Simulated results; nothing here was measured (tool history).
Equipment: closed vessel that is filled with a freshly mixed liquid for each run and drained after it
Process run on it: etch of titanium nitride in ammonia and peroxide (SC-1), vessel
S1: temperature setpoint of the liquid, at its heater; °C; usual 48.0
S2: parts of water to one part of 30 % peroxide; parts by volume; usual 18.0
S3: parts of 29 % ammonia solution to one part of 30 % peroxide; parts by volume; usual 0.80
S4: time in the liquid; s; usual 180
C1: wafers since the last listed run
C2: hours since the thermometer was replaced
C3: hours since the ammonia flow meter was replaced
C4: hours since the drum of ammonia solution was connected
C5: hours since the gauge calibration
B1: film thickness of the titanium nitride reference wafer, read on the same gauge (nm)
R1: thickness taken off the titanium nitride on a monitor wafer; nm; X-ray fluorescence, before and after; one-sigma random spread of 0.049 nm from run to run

run 1 day=0.000 | S1=48.0 S2=18.0 S3=0.80 S4=155 | C1=0 C2=1138.2 C3=83.8 C4=480.8 C5=343.1 | B1=110.01 | R1=8.50
-- day=0.679 new drum of ammonia solution connected
run 2 day=1.071 | S1=43.0 S2=23.5 S3=0.80 S4=180 | C1=1865 C2=1163.9 C3=109.5 C4=9.4 C5=368.8 | B1=110.03 | R1=5.89
run 3 day=3.275 | S1=43.0 S2=23.5 S3=0.80 S4=180 | C1=3995 C2=1216.8 C3=162.4 C4=62.3 C5=421.7 | B1=110.07 | R1=5.99
run 4 day=5.625 | S1=54.0 S2=18.0 S3=0.80 S4=180 | C1=4259 C2=1273.2 C3=218.8 C4=118.7 C5=478.1 | B1=110.00 | R1=14.90
run 5 day=7.525 | S1=54.0 S2=18.0 S3=0.80 S4=180 | C1=3443 C2=1318.8 C3=264.4 C4=164.3 C5=523.7 | B1=109.96 | R1=15.01
run 6 day=8.692 | S1=48.0 S2=18.0 S3=0.80 S4=210 | C1=2114 C2=1346.8 C3=292.4 C4=192.3 C5=551.7 | B1=110.04 | R1=11.49
run 7 day=11.358 | S1=54.0 S2=10.5 S3=0.80 S4=275 | C1=4833 C2=1410.8 C3=356.4 C4=256.3 C5=615.7 | B1=109.96 | R1=30.47
run 8 day=14.338 | S1=48.0 S2=18.0 S3=0.80 S4=180 | C1=5399 C2=1482.3 C3=427.9 C4=327.8 C5=687.2 | B1=110.04 | R1=9.89
run 9 day=16.129 | S1=57.0 S2=15.5 S3=1.00 S4=180 | C1=3247 C2=1525.3 C3=470.9 C4=370.8 C5=730.2 | B1=109.97 | R1=20.66
-- day=17.500 new drum of ammonia solution connected
run 10 day=18.783 | S1=48.0 S2=18.0 S3=0.80 S4=155 | C1=4735 C2=1589.0 C3=534.6 C4=30.8 C5=793.9 | B1=109.97 | R1=8.59
run 11 day=21.375 | S1=48.0 S2=18.0 S3=0.80 S4=180 | C1=4697 C2=1651.2 C3=596.8 C4=93.0 C5=856.1 | B1=110.01 | R1=9.96
run 12 day=24.183 | S1=48.0 S2=18.0 S3=0.60 S4=180 | C1=5090 C2=1718.6 C3=664.2 C4=160.4 C5=923.5 | B1=109.96 | R1=9.53
run 13 day=26.217 | S1=54.0 S2=18.0 S3=0.80 S4=180 | C1=3685 C2=1767.4 C3=713.0 C4=209.2 C5=972.3 | B1=109.97 | R1=15.08
run 14 day=28.788 | S1=48.0 S2=18.0 S3=0.80 S4=155 | C1=4659 C2=1829.1 C3=774.7 C4=270.9 C5=1034.0 | B1=109.97 | R1=8.65
-- day=29.517 thermometer replaced
run 15 day=30.604 | S1=51.5 S2=18.0 S3=0.80 S4=180 | C1=3217 C2=26.1 C3=818.3 C4=314.5 C5=1077.6 | B1=110.03 | R1=11.94
run 16 day=33.392 | S1=39.5 S2=18.0 S3=0.80 S4=255 | C1=5052 C2=93.0 C3=885.2 C4=381.4 C5=1144.5 | B1=110.00 | R1=7.23
run 17 day=34.392 | S1=53.5 S2=13.5 S3=0.80 S4=275 | C1=1812 C2=117.0 C3=909.2 C4=405.4 C5=1168.5 | B1=109.97 | R1=24.48
run 18 day=37.300 | S1=43.0 S2=18.0 S3=1.10 S4=180 | C1=5271 C2=186.8 C3=979.0 C4=475.2 C5=1238.3 | B1=109.99 | R1=7.01
-- day=37.725 new drum of ammonia solution connected
-- day=40.625 gauge calibrated
run 19 day=44.454 | S1=48.0 S2=11.5 S3=0.80 S4=215 | C1=12891 C2=358.5 C3=1150.7 C4=161.5 C5=91.9 | B1=110.04 | R1=14.41
run 20 day=46.288 | S1=48.0 S2=18.0 S3=0.80 S4=180 | C1=3323 C2=402.5 C3=1194.7 C4=205.5 C5=135.9 | B1=109.98 | R1=9.50
run 21 day=48.438 | S1=48.0 S2=18.0 S3=0.80 S4=180 | C1=3896 C2=454.1 C3=1246.3 C4=257.1 C5=187.5 | B1=110.03 | R1=9.61
run 22 day=50.950 | S1=48.0 S2=18.0 S3=0.80 S4=180 | C1=4554 C2=514.4 C3=1306.6 C4=317.4 C5=247.8 | B1=110.04 | R1=9.54
run 23 day=53.892 | S1=53.0 S2=18.0 S3=1.05 S4=180 | C1=5331 C2=585.0 C3=1377.2 C4=388.0 C5=318.4 | B1=110.03 | R1=14.12
run 24 day=55.179 | S1=48.0 S2=24.5 S3=0.80 S4=275 | C1=2333 C2=615.9 C3=1408.1 C4=418.9 C5=349.3 | B1=109.97 | R1=12.38
-- day=57.212 new drum of ammonia solution connected
run 25 day=58.042 | S1=57.0 S2=13.5 S3=0.80 S4=180 | C1=5112 C2=684.6 C3=1476.8 C4=19.9 C5=418.0 | B1=110.02 | R1=20.90
run 26 day=60.467 | S1=39.0 S2=18.0 S3=0.80 S4=180 | C1=4395 C2=742.8 C3=1535.0 C4=78.1 C5=476.2 | B1=110.04 | R1=5.03

Per-run results on a tool with no hidden state, each run keeping its own random variation:
Hidden conditions of the tool in this case: liquid hotter than its thermometer reads (K); ammonia flow above the setpoint (%); ammonia solution weaker than its label (%); gauge reads high (%).
run=1 R1=8.02
run=2 R1=5.55
run=3 R1=5.63
run=4 R1=14.03
run=5 R1=14.10
run=6 R1=10.76
run=7 R1=28.54
run=8 R1=9.21
run=9 R1=19.30
run=10 R1=7.97
run=11 R1=9.22
run=12 R1=8.79
run=13 R1=13.93
run=14 R1=7.95
run=15 R1=11.76
run=16 R1=7.09
run=17 R1=24.03
run=18 R1=6.85
run=19 R1=14.01
run=20 R1=9.22
run=21 R1=9.30
run=22 R1=9.22
run=23 R1=13.62
run=24 R1=11.91
run=25 R1=20.10
run=26 R1=4.80

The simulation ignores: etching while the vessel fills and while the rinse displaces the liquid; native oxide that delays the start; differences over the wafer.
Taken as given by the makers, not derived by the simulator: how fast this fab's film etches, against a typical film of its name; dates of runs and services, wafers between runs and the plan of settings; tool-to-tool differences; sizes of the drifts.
